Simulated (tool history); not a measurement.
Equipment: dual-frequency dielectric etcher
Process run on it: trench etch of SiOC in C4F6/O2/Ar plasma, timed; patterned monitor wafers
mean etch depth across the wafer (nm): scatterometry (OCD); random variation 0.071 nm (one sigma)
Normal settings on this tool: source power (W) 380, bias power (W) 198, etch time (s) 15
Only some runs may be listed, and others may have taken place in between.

run    hour  source power (W)  bias power (W)  etch time (s)  wafers since the last listed run  hours since the last wet clean  hours since the last source power generator calibration  hours since the last bias power generator calibration  hours since the last upper electrode change  hours since the gauge calibration  read-back reference wafer on the same gauge, depth_nm  mean etch depth across the wafer (nm)
  1       0               380             198             15                                 0                              56                                                   3029.1                                                 1203.2                                       4850.2                                924                                                  35.71                                  30.97
  2    30.2               380             198             15                               502                            86.2                                                   3059.3                                                 1233.4                                       4880.4                              954.2                                                  35.69                                  30.94
  3    57.1               320             198             15                               447                           113.1                                                   3086.2                                                 1260.3                                       4907.3                              981.1                                                  35.71                                  29.16
  4   119.6               320             198             15                              1039                           175.6                                                   3148.7                                                 1322.8                                       4969.8                             1043.6                                                   35.7                                  29.14
  5   180.5               380             198             15                              1012                           236.5                                                   3209.6                                                 1383.7                                       5030.7                             1104.5                                                  35.68                                  31.11
  6   257.4               360             161             15                              1278                           313.4                                                   3286.5                                                 1460.6                                       5107.6                             1181.4                                                  35.69                                  28.16
      329.1  -- wet clean of the chamber
  7   329.6               360             161             15                               801                             0.5                                                   3358.7                                                 1532.8                                       5179.8                             1253.6                                                   35.7                                  28.18
  8   369.2               360             161             15                               658                            40.1                                                   3398.3                                                 1572.4                                       5219.4                             1293.2                                                   35.7                                  28.21
      414.7  -- upper electrode replaced
  9   415.4               380             198             15                               369                            86.3                                                   3444.5                                                 1618.6                                          0.7                             1339.4                                                  35.69                                  31.05
 10   441.6               380             198             15                               435                           112.5                                                   3470.7                                                 1644.8                                         26.9                             1365.6                                                  35.71                                  30.99
      483.1  -- source power generator calibrated
 11     493               380             198             15                               788                           163.9                                                      9.9                                                 1696.2                                         78.3                               1417                                                  35.69                                  30.91
 12   553.7               380             198             15                              1009                           224.6                                                     70.6                                                 1756.9                                          139                             1477.7                                                  35.69                                  31.02
 13   585.1               340             176           11.5                               522                             256                                                      102                                                 1788.3                                        170.4                             1509.1                                                   35.7                                  21.85
 14   647.7               330             235           17.5                              1041                           318.6                                                    164.6                                                 1850.9                                          233                             1571.7                                                   35.7                                   36.7
      730.9  -- wet clean of the chamber
 15   731.4               380             182             15                               992                             0.5                                                    248.3                                                 1934.6                                        316.7                             1655.4                                                  35.71                                  30.13
 16   755.4               380             236             19                               399                            24.5                                                    272.3                                                 1958.6                                        340.7                             1679.4                                                  35.69                                  41.84
 17   782.5               380             151             19                               450                            51.6                                                    299.4                                                 1985.7                                        367.8                             1706.5                                                  35.69                                  35.54
        787  -- bias power generator calibrated
 18   845.6               420             198           12.5                               982                           114.7                                                    362.5                                                   58.6                                        430.9                             1769.6                                                  35.69                                  26.49
      945.1  -- gauge calibrated
 19   986.6               380             198             12                              2344                           255.7                                                    503.5                                                  199.6                                        571.9                               41.5                                                   35.7                                  24.54
 20  1026.8               280             198             15                               668                           295.9                                                    543.7                                                  239.8                                        612.1                               81.7                                                  35.69                                  27.58
 21  1061.7               380             198             15                               580                           330.8                                                    578.6                                                  274.7                                          647                              116.6                                                  35.71                                  30.68
 22  1118.3               380             231             15                               941                           387.4                                                    635.2                                                  331.3                                        703.6                              173.2                                                   35.7                                  32.45
 23  1163.8               380             216           17.5                               756                           432.9                                                    680.7                                                  376.8                                        749.1                              218.7                                                   35.7                                  37.01
     1192.8  -- wet clean of the chamber
 24  1224.7               380             198             15                               613                            31.9                                                    741.6                                                  437.7                                          810                              279.6                                                  35.69                                  30.74
 25  1279.6               380             198             15                               912                            86.8                                                    796.5                                                  492.6                                        864.9                              334.5                                                   35.7                                  30.87
 26  1315.2               380             198             15                               592                           122.4                                                    832.1                                                  528.2                                        900.5                              370.1                                                   35.7                                  30.95
 27  1340.3               380             160             15                               417                           147.5                                                    857.2                                                  553.3                                        925.6                              395.2                                                   35.7                                  28.59
 28  1405.9               440             239           17.5                              1090                           213.1                                                    922.8                                                  618.9                                        991.2                              460.8                                                  35.71                                  40.58
 29  1457.3               480             162             12                               854                           264.5                                                    974.2                                                  670.3                                       1042.6                              512.2                                                  35.72                                  25.08
 30  1507.8               450             231             15                               839                             315                                                   1024.7                                                  720.8                                       1093.1                              562.7                                                  35.71                                  34.62
 31  1538.2               380             198             15                               505                           345.4                                                   1055.1                                                  751.2                                       1123.5                              593.1                                                   35.7                                  30.88

State the hidden condition of the tool at each of the runs:
etch rate over this chamber's usual, %: 0, the same for each run
source power that arrives over what is set, %: 0, the same for each run
gauge reads high (%): 0, the same for each run
H1: bias power that arrives over what is set, %
run     H1
  1   4.51
  2   4.55
  3   4.59
  4   4.67
  5   4.74
  6   4.82
  7   4.89
  8   4.93
  9   4.97
 10   4.99
 11   5.03
 12   5.08
 13    5.1
 14   5.14
 15   5.19
 16    5.2
 17   5.21
 18  0.881
 19    1.7
 20    1.9
 21   2.07
 22   2.34
 23   2.53
 24   2.78
 25   2.98
 26   3.11
 27   3.19
 28    3.4
 29   3.55
 30   3.69
 31   3.77

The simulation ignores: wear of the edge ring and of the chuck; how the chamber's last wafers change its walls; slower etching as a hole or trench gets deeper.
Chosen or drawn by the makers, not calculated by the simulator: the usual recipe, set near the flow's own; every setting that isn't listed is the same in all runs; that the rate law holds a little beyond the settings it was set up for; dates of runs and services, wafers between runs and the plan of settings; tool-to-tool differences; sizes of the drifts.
